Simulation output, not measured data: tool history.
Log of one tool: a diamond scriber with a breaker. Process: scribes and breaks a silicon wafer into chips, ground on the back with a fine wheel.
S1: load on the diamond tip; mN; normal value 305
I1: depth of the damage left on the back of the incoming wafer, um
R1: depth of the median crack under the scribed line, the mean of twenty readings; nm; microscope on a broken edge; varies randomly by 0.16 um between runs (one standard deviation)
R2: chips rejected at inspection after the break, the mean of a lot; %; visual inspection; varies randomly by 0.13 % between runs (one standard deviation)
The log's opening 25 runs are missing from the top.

run    hour   S1    I1     R1    R2
 26   838.8  328  2.28  13530  2.16
 27   852.5  265  1.63  11820  2.74
 28   867.3  228  1.99  10600  7.12
 29   886.8  219  1.92  10340  8.49
 30     914  231  2.92  10890  7.45
 31   945.7  254  2.71  11550  4.56
 32   958.3  271  2.89  11870  3.58
 33   975.1  305  1.82  12730  1.83
 34   988.4  370  2.79  14170  4.28
 35  1016.3  305  2.46  12410  2.32
 36  1038.6  225  1.87  10410  7.48

Alternative continuations, all from the tool just after run 36; predict every row:
  A  1039.3  345  1.6   ?   ?
  B  1039.3  348  1.6   ?   ?
  C  1039.3  338  1.6   ?   ?

run     R1    R2
  A  13420  2.47
  B  13490   2.6
  C  13250  2.19
Take away the tool's hidden state, keep each run's random variation, and the runs would have read:
run     R1    R2
  A  13420  2.47
  B  13490   2.6
  C  13250  2.19

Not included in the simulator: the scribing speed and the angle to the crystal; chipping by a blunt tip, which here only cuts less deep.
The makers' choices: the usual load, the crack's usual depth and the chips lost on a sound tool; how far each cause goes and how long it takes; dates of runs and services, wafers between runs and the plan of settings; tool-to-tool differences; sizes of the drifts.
